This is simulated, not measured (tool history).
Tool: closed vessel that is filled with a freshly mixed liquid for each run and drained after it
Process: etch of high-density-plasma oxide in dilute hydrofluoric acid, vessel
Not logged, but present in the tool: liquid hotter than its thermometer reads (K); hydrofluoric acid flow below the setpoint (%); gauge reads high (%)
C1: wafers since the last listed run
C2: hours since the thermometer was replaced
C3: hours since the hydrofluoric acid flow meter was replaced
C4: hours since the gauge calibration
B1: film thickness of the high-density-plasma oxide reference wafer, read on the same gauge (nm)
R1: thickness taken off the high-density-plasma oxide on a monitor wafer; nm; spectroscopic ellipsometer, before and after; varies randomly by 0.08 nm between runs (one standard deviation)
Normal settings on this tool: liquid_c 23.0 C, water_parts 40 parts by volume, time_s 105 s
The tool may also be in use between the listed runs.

{"run": 1, "hour": 0.0, "liquid_c": 25.5, "water_parts": 40, "time_s": 140, "C1": 0, "C2": 2104.6, "C3": 1253.2, "C4": 526.9, "B1": 110.02, "R1": 18.41}
{"run": 2, "hour": 68.9, "liquid_c": 23.0, "water_parts": 40, "time_s": 55, "C1": 6506, "C2": 2173.5, "C3": 1322.1, "C4": 595.8, "B1": 110.0, "R1": 6.49}
{"run": 3, "hour": 123.0, "liquid_c": 23.0, "water_parts": 45, "time_s": 105, "C1": 5108, "C2": 2227.6, "C3": 1376.2, "C4": 649.9, "B1": 109.99, "R1": 10.88}
{"run": 4, "hour": 162.1, "liquid_c": 24.0, "water_parts": 40, "time_s": 105, "C1": 3692, "C2": 2266.7, "C3": 1415.3, "C4": 689.0, "B1": 110.01, "R1": 12.72}
{"run": 5, "hour": 212.3, "liquid_c": 23.0, "water_parts": 40, "time_s": 105, "C1": 4740, "C2": 2316.9, "C3": 1465.5, "C4": 739.2, "B1": 109.98, "R1": 12.3}
{"run": 6, "hour": 241.3, "liquid_c": 23.0, "water_parts": 40, "time_s": 105, "C1": 2738, "C2": 2345.9, "C3": 1494.5, "C4": 768.2, "B1": 110.01, "R1": 12.38}
{"run": 7, "hour": 323.3, "liquid_c": 23.0, "water_parts": 40, "time_s": 105, "C1": 7743, "C2": 2427.9, "C3": 1576.5, "C4": 850.2, "B1": 110.02, "R1": 12.05}
{"hour": 366.9, "done": "hydrofluoric acid flow meter replaced"}
{"run": 8, "hour": 369.9, "liquid_c": 23.0, "water_parts": 40, "time_s": 105, "C1": 4305, "C2": 2474.5, "C3": 3.0, "C4": 896.8, "B1": 109.98, "R1": 13.25}
{"run": 9, "hour": 437.8, "liquid_c": 23.0, "water_parts": 40, "time_s": 105, "C1": 6411, "C2": 2542.4, "C3": 70.9, "C4": 964.7, "B1": 110.01, "R1": 13.16}
{"run": 10, "hour": 492.7, "liquid_c": 23.0, "water_parts": 30, "time_s": 105, "C1": 5184, "C2": 2597.3, "C3": 125.8, "C4": 1019.6, "B1": 109.99, "R1": 17.67}
{"run": 11, "hour": 553.4, "liquid_c": 23.0, "water_parts": 40, "time_s": 105, "C1": 5731, "C2": 2658.0, "C3": 186.5, "C4": 1080.3, "B1": 110.01, "R1": 12.83}
{"hour": 554.8, "done": "gauge calibrated"}
{"run": 12, "hour": 620.0, "liquid_c": 19.5, "water_parts": 50, "time_s": 65, "C1": 6288, "C2": 2724.6, "C3": 253.1, "C4": 65.2, "B1": 110.0, "R1": 5.5}
{"run": 13, "hour": 663.2, "liquid_c": 23.0, "water_parts": 55, "time_s": 45, "C1": 4079, "C2": 2767.8, "C3": 296.3, "C4": 108.4, "B1": 109.98, "R1": 3.92}
{"run": 14, "hour": 728.7, "liquid_c": 20.5, "water_parts": 55, "time_s": 80, "C1": 6184, "C2": 2833.3, "C3": 361.8, "C4": 173.9, "B1": 110.0, "R1": 6.35}
{"hour": 733.3, "done": "thermometer replaced"}
{"run": 15, "hour": 782.3, "liquid_c": 23.0, "water_parts": 40, "time_s": 105, "C1": 4966, "C2": 49.0, "C3": 415.4, "C4": 227.5, "B1": 109.99, "R1": 12.82}
{"run": 16, "hour": 845.8, "liquid_c": 19.5, "water_parts": 40, "time_s": 105, "C1": 5996, "C2": 112.5, "C3": 478.9, "C4": 291.0, "B1": 109.99, "R1": 11.04}
{"run": 17, "hour": 888.3, "liquid_c": 23.0, "water_parts": 55, "time_s": 45, "C1": 4013, "C2": 155.0, "C3": 521.4, "C4": 333.5, "B1": 109.99, "R1": 3.91}
{"run": 18, "hour": 919.2, "liquid_c": 18.5, "water_parts": 40, "time_s": 105, "C1": 2917, "C2": 185.9, "C3": 552.3, "C4": 364.4, "B1": 110.0, "R1": 10.54}
{"run": 19, "hour": 979.4, "liquid_c": 23.0, "water_parts": 50, "time_s": 105, "C1": 5684, "C2": 246.1, "C3": 612.5, "C4": 424.6, "B1": 110.01, "R1": 10.07}

What if the next run were any one of these 4? Each begins from the tool's condition after run 19:
{"run": "A", "hour": 980.1, "liquid_c": 23.0, "water_parts": 40, "time_s": 105, "C1": 66, "C2": 246.8, "C3": 613.2, "C4": 425.3, "B1": "?", "R1": "?"}
{"run": "B", "hour": 980.1, "liquid_c": 21.0, "water_parts": 40, "time_s": 105, "C1": 66, "C2": 246.8, "C3": 613.2, "C4": 425.3, "B1": "?", "R1": "?"}
{"run": "C", "hour": 980.1, "liquid_c": 18.5, "water_parts": 50, "time_s": 70, "C1": 66, "C2": 246.8, "C3": 613.2, "C4": 425.3, "B1": "?", "R1": "?"}
{"run": "D", "hour": 980.1, "liquid_c": 23.0, "water_parts": 35, "time_s": 105, "C1": 66, "C2": 246.8, "C3": 613.2, "C4": 425.3, "B1": "?", "R1": "?"}

run=A B1=109.96 R1=12.80
run=B B1=109.96 R1=11.76
run=C B1=109.96 R1=5.57
run=D B1=109.96 R1=14.72
Had the tool no hidden state, the same runs would have come out as:
run=A R1=13.31
run=B R1=12.24
run=C R1=5.79
run=D R1=15.31

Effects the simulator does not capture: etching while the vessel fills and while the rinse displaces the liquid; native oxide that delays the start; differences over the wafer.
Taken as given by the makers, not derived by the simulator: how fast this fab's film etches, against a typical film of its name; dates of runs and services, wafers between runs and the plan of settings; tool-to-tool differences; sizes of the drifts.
